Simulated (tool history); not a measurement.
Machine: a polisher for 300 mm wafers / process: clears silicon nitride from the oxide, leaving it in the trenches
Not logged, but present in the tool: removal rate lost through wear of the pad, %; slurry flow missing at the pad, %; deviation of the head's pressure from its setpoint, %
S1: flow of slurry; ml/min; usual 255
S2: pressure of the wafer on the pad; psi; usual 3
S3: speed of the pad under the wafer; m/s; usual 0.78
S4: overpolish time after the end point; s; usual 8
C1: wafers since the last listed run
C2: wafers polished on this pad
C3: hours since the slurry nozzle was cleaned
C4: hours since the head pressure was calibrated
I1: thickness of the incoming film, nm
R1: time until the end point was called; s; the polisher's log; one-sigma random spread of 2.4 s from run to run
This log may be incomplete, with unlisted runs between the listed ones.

| run | hour | S1 | S2 | S3 | S4 | C1 | C2 | C3 | C4 | I1 | R1 |
|---|---|---|---|---|---|---|---|---|---|---|---|
| 1 | 0 | 255 | 3 | 0.86 | 8 | 0 | 216 | 79.9 | 435.9 | 109.4 | 132.2 |
| 2 | 56.6 | 255 | 3 | 0.86 | 8 | 394 | 611 | 136.5 | 492.5 | 111.1 | 132.6 |
| 3 | 93.7 | 255 | 3 | 0.86 | 8 | 258 | 869 | 173.6 | 529.6 | 110.9 | 136.5 |
|  | 172.1 | head pressure recalibrated |
| 4 | 187.3 | 255 | 3 | 0.78 | 8 | 638 | 1508 | 267.2 | 15.2 | 108.3 | 146.7 |
| 5 | 276.6 | 255 | 3 | 0.78 | 8 | 622 | 2131 | 356.5 | 104.5 | 109.8 | 164.8 |
|  | 279.8 | slurry nozzle cleaned |
|  | 354.8 | worn pad replaced by a new one |
| 6 | 377 | 255 | 3 | 0.78 | 8 | 665 | 154 | 97.2 | 204.9 | 111.5 | 147.8 |
| 7 | 466 | 255 | 3 | 0.78 | 8 | 620 | 775 | 186.2 | 293.9 | 109.7 | 146.2 |
| 8 | 527.5 | 255 | 3 | 0.78 | 8 | 429 | 1204 | 247.7 | 355.4 | 111.2 | 148.5 |
| 9 | 611.7 | 255 | 3 | 0.78 | 8 | 587 | 1791 | 331.9 | 439.6 | 112.1 | 159.6 |
|  | 638.2 | slurry nozzle cleaned |
|  | 645.7 | worn pad replaced by a new one |
| 10 | 682.1 | 255 | 3 | 0.78 | 8 | 456 | 254 | 43.9 | 510 | 111 | 149.4 |
| 11 | 745.2 | 255 | 3 | 0.78 | 8 | 440 | 694 | 107 | 573.1 | 110.4 | 146.3 |
| 12 | 840.4 | 255 | 3 | 0.78 | 8 | 664 | 1358 | 202.2 | 668.3 | 109.5 | 153.7 |
|  | 867.2 | head pressure recalibrated |
| 13 | 910.6 | 330 | 3 | 0.78 | 8 | 475 | 1834 | 272.4 | 43.4 | 111 | 154.9 |
|  | 982.8 | slurry nozzle cleaned |
|  | 1016 | worn pad replaced by a new one |
| 14 | 1016.5 | 255 | 2.3 | 0.78 | 8 | 703 | 3 | 33.7 | 149.3 | 110.9 | 190.9 |
| 15 | 1119.7 | 310 | 3.6 | 0.68 | 8 | 719 | 723 | 136.9 | 252.5 | 109.7 | 138.4 |
| 16 | 1169.5 | 165 | 3 | 0.7 | 8 | 347 | 1070 | 186.7 | 302.3 | 111.1 | 174.9 |
| 17 | 1226.7 | 255 | 3 | 0.68 | 6 | 399 | 1469 | 243.9 | 359.5 | 110.2 | 175.6 |
|  | 1347.5 | slurry nozzle cleaned |
|  | 1363.5 | worn pad replaced by a new one |
| 18 | 1404.5 | 230 | 2.2 | 0.78 | 8 | 1205 | 286 | 57 | 537.3 | 110.9 | 199.3 |
| 19 | 1461.7 | 225 | 3.4 | 0.78 | 8 | 399 | 685 | 114.2 | 594.5 | 110.8 | 130.7 |
| 20 | 1528.5 | 255 | 3 | 0.78 | 8 | 465 | 1151 | 181 | 661.3 | 111.6 | 154.5 |
|  | 1551.3 | head pressure recalibrated |
| 21 | 1569.4 | 300 | 3 | 1 | 8 | 271 | 1422 | 221.9 | 18.1 | 111.9 | 119.1 |
| 22 | 1622 | 255 | 2.6 | 0.78 | 10 | 366 | 1789 | 274.5 | 70.7 | 109.9 | 182.6 |
| 23 | 1684 | 255 | 3 | 0.78 | 8 | 432 | 2221 | 336.5 | 132.7 | 109.9 | 165.8 |

What if the next run were any one of these 5? Each begins from the tool's condition after run 23:
| A | 1684.5 | 195 | 3 | 0.78 | 8 | 3 | 2225 | 337 | 133.2 | 109.9 | ? |
| B | 1684.5 | 320 | 2.4 | 1.04 | 8 | 3 | 2225 | 337 | 133.2 | 109.9 | ? |
| C | 1684.5 | 315 | 3 | 0.78 | 8 | 3 | 2225 | 337 | 133.2 | 109.9 | ? |
| D | 1684.5 | 225 | 2.5 | 0.94 | 4 | 3 | 2225 | 337 | 133.2 | 109.9 | ? |
| E | 1684.5 | 255 | 3.9 | 1 | 8 | 3 | 2225 | 337 | 133.2 | 109.9 | ? |

| run | R1 |
|---|---|
| A | 166.6 |
| B | 151.5 |
| C | 161.7 |
| D | 164.4 |
| E | 98.3 |
Stripped of hidden state, with their random variation kept, the same runs would have yielded:
| run | R1 |
|---|---|
| A | 145.6 |
| B | 132.3 |
| C | 141.3 |
| D | 143.7 |
| E | 85.9 |
